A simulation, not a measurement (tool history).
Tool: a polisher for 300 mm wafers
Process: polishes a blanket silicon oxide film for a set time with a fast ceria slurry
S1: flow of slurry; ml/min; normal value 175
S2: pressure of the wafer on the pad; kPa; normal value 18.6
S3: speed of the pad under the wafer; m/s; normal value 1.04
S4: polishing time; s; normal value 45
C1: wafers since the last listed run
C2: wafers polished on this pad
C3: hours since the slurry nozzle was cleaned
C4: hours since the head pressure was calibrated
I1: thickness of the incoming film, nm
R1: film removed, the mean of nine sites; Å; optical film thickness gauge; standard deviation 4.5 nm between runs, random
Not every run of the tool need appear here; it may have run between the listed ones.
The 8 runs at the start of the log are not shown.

{"hour": 93.3, "done": "worn pad replaced by a new one"}
{"run": 9, "hour": 101.5, "S1": 175, "S2": 18.6, "S3": 1.04, "S4": 45, "C1": 75, "C2": 47, "C3": 509.7, "C4": 1155.5, "I1": 2038.4, "R1": 5894}
{"run": 10, "hour": 115.0, "S1": 175, "S2": 18.6, "S3": 1.04, "S4": 45, "C1": 77, "C2": 124, "C3": 523.2, "C4": 1169, "I1": 2037, "R1": 5817}
{"run": 11, "hour": 123.5, "S1": 175, "S2": 18.6, "S3": 1.04, "S4": 45, "C1": 48, "C2": 172, "C3": 531.7, "C4": 1177.5, "I1": 2044, "R1": 5854}
{"run": 12, "hour": 137.9, "S1": 175, "S2": 18.6, "S3": 1.04, "S4": 45, "C1": 82, "C2": 254, "C3": 546.1, "C4": 1191.9, "I1": 2038.6, "R1": 5885}
{"run": 13, "hour": 147.7, "S1": 175, "S2": 18.6, "S3": 1.04, "S4": 45, "C1": 55, "C2": 310, "C3": 555.9, "C4": 1201.7, "I1": 2020, "R1": 5926}
{"hour": 163.2, "done": "head pressure recalibrated"}
{"run": 14, "hour": 165.4, "S1": 175, "S2": 18.6, "S3": 1.04, "S4": 34, "C1": 89, "C2": 400, "C3": 573.6, "C4": 2.2, "I1": 2029.7, "R1": 5067}
{"run": 15, "hour": 181.1, "S1": 175, "S2": 18.6, "S3": 1.04, "S4": 34, "C1": 89, "C2": 489, "C3": 589.3, "C4": 17.9, "I1": 2027, "R1": 4964}
{"run": 16, "hour": 192.3, "S1": 175, "S2": 18.6, "S3": 1.04, "S4": 58, "C1": 63, "C2": 553, "C3": 600.5, "C4": 29.1, "I1": 2050.2, "R1": 8496}
{"run": 17, "hour": 206.3, "S1": 175, "S2": 18.6, "S3": 1.04, "S4": 45, "C1": 79, "C2": 633, "C3": 614.5, "C4": 43.1, "I1": 1988, "R1": 6637}
{"run": 18, "hour": 215.5, "S1": 135, "S2": 22.1, "S3": 1.04, "S4": 36, "C1": 52, "C2": 686, "C3": 623.7, "C4": 52.3, "I1": 2026.1, "R1": 5917}
{"run": 19, "hour": 231.1, "S1": 175, "S2": 18.6, "S3": 1.04, "S4": 45, "C1": 89, "C2": 775, "C3": 639.3, "C4": 67.9, "I1": 2029.3, "R1": 6544}
{"run": 20, "hour": 238.4, "S1": 150, "S2": 18.6, "S3": 1.04, "S4": 60, "C1": 41, "C2": 816, "C3": 646.6, "C4": 75.2, "I1": 2013.8, "R1": 8468}
{"run": 21, "hour": 245.2, "S1": 175, "S2": 18.6, "S3": 1.04, "S4": 45, "C1": 38, "C2": 855, "C3": 653.4, "C4": 82, "I1": 2035.8, "R1": 6558}
{"run": 22, "hour": 255.0, "S1": 175, "S2": 22.8, "S3": 1.36, "S4": 51, "C1": 55, "C2": 911, "C3": 663.2, "C4": 91.8, "I1": 2022.8, "R1": 11628}
{"run": 23, "hour": 269.7, "S1": 175, "S2": 18.6, "S3": 1.04, "S4": 45, "C1": 83, "C2": 995, "C3": 677.9, "C4": 106.5, "I1": 2024.6, "R1": 6610}
{"run": 24, "hour": 284.6, "S1": 230, "S2": 24.8, "S3": 1.38, "S4": 45, "C1": 85, "C2": 1080, "C3": 692.8, "C4": 121.4, "I1": 2043, "R1": 11769}
{"run": 25, "hour": 294.5, "S1": 200, "S2": 18.6, "S3": 0.78, "S4": 58, "C1": 56, "C2": 1136, "C3": 702.7, "C4": 131.3, "I1": 2040.3, "R1": 6499}
{"hour": 314.4, "done": "slurry nozzle cleaned"}
{"hour": 336.7, "done": "worn pad replaced by a new one"}
{"run": 26, "hour": 346.6, "S1": 200, "S2": 15.9, "S3": 1.04, "S4": 52, "C1": 268, "C2": 56, "C3": 32.2, "C4": 183.4, "I1": 1998.5, "R1": 6496}
{"run": 27, "hour": 361.9, "S1": 210, "S2": 20.7, "S3": 0.8, "S4": 50, "C1": 87, "C2": 143, "C3": 47.5, "C4": 198.7, "I1": 1995.7, "R1": 6395}
{"run": 28, "hour": 384.7, "S1": 130, "S2": 18.6, "S3": 1.22, "S4": 45, "C1": 130, "C2": 273, "C3": 70.3, "C4": 221.5, "I1": 2007.2, "R1": 7118}
{"run": 29, "hour": 392.0, "S1": 175, "S2": 18.6, "S3": 1.04, "S4": 45, "C1": 41, "C2": 315, "C3": 77.6, "C4": 228.8, "I1": 2027.6, "R1": 6482}
{"run": 30, "hour": 405.8, "S1": 175, "S2": 18.6, "S3": 1.04, "S4": 45, "C1": 78, "C2": 394, "C3": 91.4, "C4": 242.6, "I1": 2015.5, "R1": 6487}
{"run": 31, "hour": 441.6, "S1": 175, "S2": 22.1, "S3": 1.26, "S4": 61, "C1": 204, "C2": 598, "C3": 127.2, "C4": 278.4, "I1": 2045.7, "R1": 12458}
{"run": 32, "hour": 453.5, "S1": 175, "S2": 18.6, "S3": 1.04, "S4": 45, "C1": 67, "C2": 666, "C3": 139.1, "C4": 290.3, "I1": 2036.6, "R1": 6430}
{"run": 33, "hour": 462.3, "S1": 235, "S2": 24.8, "S3": 1.04, "S4": 45, "C1": 50, "C2": 716, "C3": 147.9, "C4": 299.1, "I1": 2033.8, "R1": 8904}

Here are 5 independent what-if runs from the current tool condition. What would each one return?
{"run": "A", "hour": 462.7, "S1": 175, "S2": 18.6, "S3": 0.86, "S4": 45, "C1": 2, "C2": 718, "C3": 148.3, "C4": 299.5, "I1": 2004.8, "R1": "?"}
{"run": "B", "hour": 462.7, "S1": 175, "S2": 24.1, "S3": 1.04, "S4": 45, "C1": 2, "C2": 718, "C3": 148.3, "C4": 299.5, "I1": 2004.8, "R1": "?"}
{"run": "C", "hour": 462.7, "S1": 155, "S2": 23.4, "S3": 0.76, "S4": 34, "C1": 2, "C2": 718, "C3": 148.3, "C4": 299.5, "I1": 2004.8, "R1": "?"}
{"run": "D", "hour": 462.7, "S1": 160, "S2": 24.1, "S3": 1.04, "S4": 53, "C1": 2, "C2": 718, "C3": 148.3, "C4": 299.5, "I1": 2004.8, "R1": "?"}
{"run": "E", "hour": 462.7, "S1": 220, "S2": 18.6, "S3": 0.88, "S4": 45, "C1": 2, "C2": 718, "C3": 148.3, "C4": 299.5, "I1": 2004.8, "R1": "?"}

run=A R1=5308
run=B R1=8227
run=C R1=4405
run=D R1=9540
run=E R1=5606
What these runs would have given with no unlogged condition in the tool:
run=A R1=5425
run=B R1=8409
run=C R1=4503
run=D R1=9752
run=E R1=5730
